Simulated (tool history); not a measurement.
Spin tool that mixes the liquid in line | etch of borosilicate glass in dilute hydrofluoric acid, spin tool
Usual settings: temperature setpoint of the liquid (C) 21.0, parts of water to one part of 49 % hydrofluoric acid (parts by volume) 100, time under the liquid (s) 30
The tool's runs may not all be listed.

run,hour,temperature setpoint of the liquid (C),parts of water to one part of 49 % hydrofluoric acid (parts by volume),time under the liquid (s),"read-back film thickness of the borosilicate glass reference wafer, read on the same gauge (nm)",thickness taken off the borosilicate glass on a monitor wafer (Å)
1,0.0,21.0,100,30,129.96,69.2
2,21.3,21.0,100,30,130.00,69.4
3,53.8,21.0,100,30,130.01,70.6
4,71.3,22.5,100,35,130.04,86.9
5,93.9,22.5,100,35,130.02,88.1
6,107.0,22.5,100,35,129.98,88.1
7,136.8,21.0,100,30,129.99,72.6
8,154.1,19.5,100,40,130.04,91.7
9,175.8,19.5,100,40,129.97,92.4
10,191.8,19.5,100,40,129.98,92.0
11,220.5,18.0,100,30,129.97,64.0
12,237.6,21.0,100,30,130.00,74.8
13,254.9,21.0,100,30,130.00,75.6
# hour 272.5: gauge calibrated
14,274.5,21.0,100,30,129.98,76.0
15,304.1,21.0,100,30,129.99,76.9
16,320.9,21.0,100,30,129.98,77.2
17,349.5,19.0,100,30,130.00,69.9
18,378.4,21.0,80,30,129.99,98.9
19,399.6,24.5,70,30,130.03,134.2
# hour 409.0: hydrofluoric acid flow meter replaced
20,421.9,21.0,100,30,130.00,71.9
21,446.3,21.0,100,50,129.99,118.4
# hour 467.8: thermometer replaced
22,480.3,21.0,100,30,129.97,66.9
23,509.9,21.0,100,30,130.03,67.0
24,536.1,24.0,70,30,129.98,113.5
25,548.8,21.0,100,30,130.02,69.0
26,563.6,21.0,100,30,129.99,68.6
27,587.2,18.0,125,30,129.99,48.0
28,621.2,21.0,100,15,130.00,34.6
29,643.6,21.0,70,20,130.02,71.0
30,664.8,18.5,135,30,129.99,45.5
31,679.8,24.5,150,50,129.98,87.6

Forecast each of these 3 alternatives for the next run:
A,680.2,21.0,120,30,?,?
B,680.2,21.0,80,45,?,?
C,680.2,18.0,115,20,?,?

run,"read-back film thickness of the borosilicate glass reference wafer, read on the same gauge (nm)",thickness taken off the borosilicate glass on a monitor wafer (Å)
A,130.00,57.9
B,130.00,136.2
C,130.00,35.8
Without the tool's hidden state the same runs would have given:
run,thickness taken off the borosilicate glass on a monitor wafer (Å)
A,52.9
B,124.6
C,32.7

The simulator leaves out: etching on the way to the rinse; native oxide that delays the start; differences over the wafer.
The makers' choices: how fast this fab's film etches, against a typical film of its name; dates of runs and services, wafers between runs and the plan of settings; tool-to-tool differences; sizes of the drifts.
